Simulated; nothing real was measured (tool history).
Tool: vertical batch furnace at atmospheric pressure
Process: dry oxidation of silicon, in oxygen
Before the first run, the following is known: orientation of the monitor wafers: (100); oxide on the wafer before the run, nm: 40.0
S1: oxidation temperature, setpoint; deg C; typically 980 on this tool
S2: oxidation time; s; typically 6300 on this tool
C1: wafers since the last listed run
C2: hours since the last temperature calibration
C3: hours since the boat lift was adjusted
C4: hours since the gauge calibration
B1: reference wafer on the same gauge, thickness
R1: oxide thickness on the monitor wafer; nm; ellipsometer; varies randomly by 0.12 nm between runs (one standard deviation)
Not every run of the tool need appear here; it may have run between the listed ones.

run	day	S1	S2	C1	C2	C3	C4	B1	R1
1	0.000	980	6300	0	3856.8	4962.1	132.5	71.11	82.32
2	0.738	980	6300	192	3874.5	4979.8	150.2	71.09	82.17
3	1.879	980	6300	298	3901.9	5007.2	177.6	71.11	82.28
4	2.842	980	4860	251	3925.0	5030.3	200.7	71.05	73.45
5	4.033	980	4860	311	3953.6	5058.9	229.3	71.08	73.41
6	4.975	980	6300	246	3976.2	5081.5	251.9	71.10	82.29
7	6.329	980	6300	354	4008.7	5114.0	284.4	71.10	82.33
8	7.592	980	6300	330	4039.0	5144.3	314.7	71.13	82.44
9	8.417	980	6300	215	4058.8	5164.1	334.5	71.13	82.47
10	9.417	980	6300	261	4082.8	5188.1	358.5	71.07	82.40
11	10.050	966	6300	165	4098.0	5203.3	373.7	71.10	77.61
12	10.879	966	6300	216	4117.9	5223.2	393.6	71.14	77.22
13	11.796	966	6300	239	4139.9	5245.2	415.6	71.08	77.46
14	13.279	974	6300	387	4175.5	5280.8	451.2	71.06	80.16
15	14.729	974	6300	379	4210.3	5315.6	486.0	71.13	80.26
# day 18.329: boat lift adjusted
16	18.350	970	7110	685	4297.2	0.5	572.9	71.10	83.36
17	18.604	965	3240	66	4303.3	6.6	579.0	71.12	60.04
# day 18.746: gauge calibrated
18	19.817	993	8280	316	4332.4	35.7	25.7	71.10	102.65
19	21.250	973	5370	374	4366.8	70.1	60.1	71.05	74.61
20	21.788	967	6300	140	4379.7	83.0	73.0	71.15	77.91
# day 23.225: thermocouples replaced and temperature profile calibrated
21	23.246	987	8220	119	0.5	118.0	108.0	71.11	95.12
22	24.308	999	6300	277	26.0	143.5	133.5	71.09	89.47
23	25.233	980	8970	241	48.2	165.7	155.7	71.11	95.51
24	26.129	996	8790	234	69.7	187.2	177.2	71.07	103.88
25	26.971	980	6300	220	89.9	207.4	197.4	71.10	80.31
26	28.112	991	5220	298	117.3	234.8	224.8	71.09	77.89
27	28.738	980	8040	163	132.3	249.8	239.8	71.09	90.24
28	29.854	980	6300	291	159.1	276.6	266.6	71.08	80.48
29	31.246	992	7650	363	192.5	310.0	300.0	71.09	94.29
30	32.142	972	4830	234	214.0	331.5	321.5	71.09	69.38
31	35.012	965	4710	750	282.9	400.4	390.4	71.12	66.93
32	36.154	980	3990	298	310.3	427.8	417.8	71.09	66.41
33	36.950	980	6300	208	329.4	446.9	436.9	71.09	80.36
34	38.246	960	4620	338	360.5	478.0	468.0	71.12	65.12
35	39.196	990	4860	248	383.3	500.8	490.8	71.12	75.22
36	39.792	980	8040	155	397.6	515.1	505.1	71.06	90.28
37	42.971	1004	3300	831	473.9	591.4	581.4	71.13	68.85
38	44.358	1000	4590	362	507.2	624.7	614.7	71.09	77.54

What if the next run were any one of these 5? Each begins from the tool's condition after run 38:
A	44.612	980	9060	66	513.3	630.8	620.8	?	?
B	44.612	989	9030	66	513.3	630.8	620.8	?	?
C	44.612	997	4470	66	513.3	630.8	620.8	?	?
D	44.612	972	4800	66	513.3	630.8	620.8	?	?
E	44.612	966	3570	66	513.3	630.8	620.8	?	?

run	B1	R1
A	71.11	95.83
B	71.11	100.66
C	71.11	75.33
D	71.11	69.18
E	71.11	60.85
What these runs would have given with no unlogged condition in the tool:
run	R1
A	95.67
B	100.46
C	75.20
D	69.09
E	60.79

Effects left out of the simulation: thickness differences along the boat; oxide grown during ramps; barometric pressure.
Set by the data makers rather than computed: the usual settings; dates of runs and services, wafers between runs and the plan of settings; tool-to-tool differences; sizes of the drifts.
